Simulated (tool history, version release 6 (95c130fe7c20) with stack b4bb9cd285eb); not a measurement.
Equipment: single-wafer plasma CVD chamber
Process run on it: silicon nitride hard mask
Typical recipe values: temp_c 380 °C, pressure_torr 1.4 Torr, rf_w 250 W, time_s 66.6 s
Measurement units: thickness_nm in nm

| run | hour | temp_c | pressure_torr | rf_w | time_s | read-back reference wafer on the same gauge, thickness_nm | thickness_nm |
|---|---|---|---|---|---|---|---|
| 1 | 0 | 370 | 1.4 | 250 | 66.6 | 63.152 | 59.041 |
| 2 | 38 | 380 | 1.4 | 250 | 66.6 | 63.236 | 58.743 |
| 3 | 107.6 | 380 | 1.4 | 250 | 66.6 | 63.203 | 58.821 |
| 4 | 170 | 380 | 1.4 | 250 | 66.6 | 63.219 | 59.023 |
| 5 | 229.6 | 380 | 1.4 | 250 | 66.6 | 63.237 | 58.689 |
| 6 | 279.5 | 380 | 1.4 | 250 | 66.6 | 63.202 | 58.535 |
| 7 | 340.2 | 380 | 1.4 | 250 | 66.6 | 63.145 | 58.23 |
|  | 416.7 | gauge calibrated |
|  | 431 | capacitance manometer re-zeroed and calibrated |
| 8 | 442.9 | 380 | 1.4 | 250 | 66.6 | 63.231 | 58.087 |
|  | 529 | thermocouple changed; heater temperature recalibrated |
| 9 | 594.4 | 380 | 1.4 | 250 | 66.6 | 63.226 | 57.842 |
| 10 | 651 | 391 | 1.19 | 285 | 74.4 | 63.219 | 68.1 |
| 11 | 712.4 | 372 | 1.73 | 250 | 75.6 | 63.189 | 69.987 |
|  | 819.8 | showerhead replaced |
| 12 | 820.3 | 380 | 1.54 | 250 | 66.6 | 63.243 | 59.421 |
| 13 | 893.4 | 368 | 1.1 | 250 | 66.6 | 63.218 | 52.891 |
|  | 925 | RF generator calibrated |
| 14 | 947.2 | 380 | 1.4 | 250 | 66.6 | 63.178 | 61.022 |
| 15 | 987.4 | 380 | 1.4 | 250 | 66.6 | 63.173 | 60.707 |
| 16 | 1091.3 | 380 | 1.3 | 250 | 61.3 | 63.219 | 54.36 |
| 17 | 1158.9 | 380 | 1.4 | 230 | 79.1 | 63.246 | 66.856 |
|  | 1191.8 | gauge calibrated |
| 18 | 1259.3 | 380 | 1.4 | 250 | 53.7 | 63.213 | 48.585 |
| 19 | 1360.5 | 380 | 1.4 | 250 | 66.6 | 63.233 | 60.258 |

Forecast each of these 4 alternatives for the next run:
| A | 1360.9 | 380 | 1.05 | 250 | 66.6 | ? | ? |
| B | 1360.9 | 390 | 1.69 | 290 | 70.5 | ? | ? |
| C | 1360.9 | 393 | 1.57 | 205 | 70.1 | ? | ? |
| D | 1360.9 | 375 | 1.72 | 265 | 74.3 | ? | ? |

| run | read-back reference wafer on the same gauge, thickness_nm | thickness_nm |
|---|---|---|
| A | 63.171 | 54.525 |
| B | 63.171 | 76.191 |
| C | 63.171 | 54.798 |
| D | 63.171 | 75.459 |
With no hidden state in the tool, these same runs would have given:
| run | thickness_nm |
|---|---|
| A | 55.175 |
| B | 77.065 |
| C | 55.486 |
| D | 76.359 |
